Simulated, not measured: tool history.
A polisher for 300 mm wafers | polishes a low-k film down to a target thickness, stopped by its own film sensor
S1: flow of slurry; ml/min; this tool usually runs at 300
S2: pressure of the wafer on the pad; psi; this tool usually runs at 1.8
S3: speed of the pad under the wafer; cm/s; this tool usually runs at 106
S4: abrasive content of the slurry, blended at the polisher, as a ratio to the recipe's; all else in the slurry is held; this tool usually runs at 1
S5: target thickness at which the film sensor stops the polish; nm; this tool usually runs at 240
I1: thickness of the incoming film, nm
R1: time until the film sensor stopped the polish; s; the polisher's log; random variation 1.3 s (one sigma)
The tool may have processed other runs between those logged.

{"run": 1, "hour": 0.0, "S1": 215, "S2": 1.8, "S3": 106, "S4": 1, "S5": 240, "I1": 272.4, "R1": 94.1}
{"run": 2, "hour": 12.9, "S1": 215, "S2": 1.8, "S3": 106, "S4": 1, "S5": 240, "I1": 274, "R1": 101.1}
{"run": 3, "hour": 28.1, "S1": 215, "S2": 1.8, "S3": 106, "S4": 1, "S5": 240, "I1": 267.2, "R1": 81.7}
{"run": 4, "hour": 45.4, "S1": 300, "S2": 1.8, "S3": 106, "S4": 1, "S5": 240, "I1": 273.1, "R1": 98}
{"hour": 59.3, "done": "worn pad replaced by a new one"}
{"run": 5, "hour": 72.4, "S1": 300, "S2": 1.8, "S3": 106, "S4": 1, "S5": 240, "I1": 276.1, "R1": 108.1}
{"hour": 77.4, "done": "slurry blender recalibrated"}
{"run": 6, "hour": 89.7, "S1": 300, "S2": 1.8, "S3": 106, "S4": 1, "S5": 240, "I1": 275.5, "R1": 109.6}
{"run": 7, "hour": 100.0, "S1": 220, "S2": 1.8, "S3": 106, "S4": 1, "S5": 242, "I1": 271.8, "R1": 96.4}
{"run": 8, "hour": 108.3, "S1": 220, "S2": 1.8, "S3": 106, "S4": 1, "S5": 242, "I1": 272.1, "R1": 96.8}
{"run": 9, "hour": 124.9, "S1": 300, "S2": 1.8, "S3": 106, "S4": 1, "S5": 240, "I1": 270, "R1": 101.6}
{"hour": 127.6, "done": "slurry nozzle cleaned"}
{"run": 10, "hour": 135.9, "S1": 300, "S2": 1.8, "S3": 106, "S4": 0.75, "S5": 240, "I1": 273.7, "R1": 127.3}
{"hour": 140.0, "done": "worn pad replaced by a new one"}
{"hour": 146.5, "done": "conditioning disc replaced and pad reconditioned"}
{"run": 11, "hour": 155.1, "S1": 300, "S2": 2, "S3": 106, "S4": 0.85, "S5": 240, "I1": 268, "R1": 106.1}
{"run": 12, "hour": 161.8, "S1": 300, "S2": 1.8, "S3": 124, "S4": 1, "S5": 240, "I1": 273.1, "R1": 114.6}
{"hour": 167.3, "done": "head pressure recalibrated"}
{"run": 13, "hour": 170.9, "S1": 265, "S2": 1.8, "S3": 106, "S4": 1, "S5": 231, "I1": 271.1, "R1": 153.1}
{"hour": 175.5, "done": "conditioning disc replaced and pad reconditioned, repeated, since the last time left the tool worse"}
{"run": 14, "hour": 187.0, "S1": 370, "S2": 2.3, "S3": 106, "S4": 0.9, "S5": 250, "I1": 271.4, "R1": 47.7}
{"run": 15, "hour": 196.2, "S1": 300, "S2": 1.8, "S3": 106, "S4": 1, "S5": 240, "I1": 264.9, "R1": 69.4}
{"hour": 203.7, "done": "worn pad replaced by a new one"}
{"run": 16, "hour": 209.7, "S1": 300, "S2": 1.8, "S3": 122, "S4": 1, "S5": 240, "I1": 267.6, "R1": 69.9}

Alternative continuations, all from the tool just after run 16; predict every row:
{"run": "A", "hour": 210.1, "S1": 300, "S2": 1.8, "S3": 106, "S4": 1, "S5": 240, "I1": 269.9, "R1": "?"}
{"run": "B", "hour": 210.1, "S1": 380, "S2": 2.2, "S3": 80, "S4": 1, "S5": 233, "I1": 269.9, "R1": "?"}
{"run": "C", "hour": 210.1, "S1": 200, "S2": 1.8, "S3": 134, "S4": 0.75, "S5": 243, "I1": 269.9, "R1": "?"}

run=A R1=84
run=B R1=102.1
run=C R1=75.3
Stripped of hidden state, with their random variation kept, the same runs would have yielded:
run=A R1=81.3
run=B R1=99
run=C R1=72.5

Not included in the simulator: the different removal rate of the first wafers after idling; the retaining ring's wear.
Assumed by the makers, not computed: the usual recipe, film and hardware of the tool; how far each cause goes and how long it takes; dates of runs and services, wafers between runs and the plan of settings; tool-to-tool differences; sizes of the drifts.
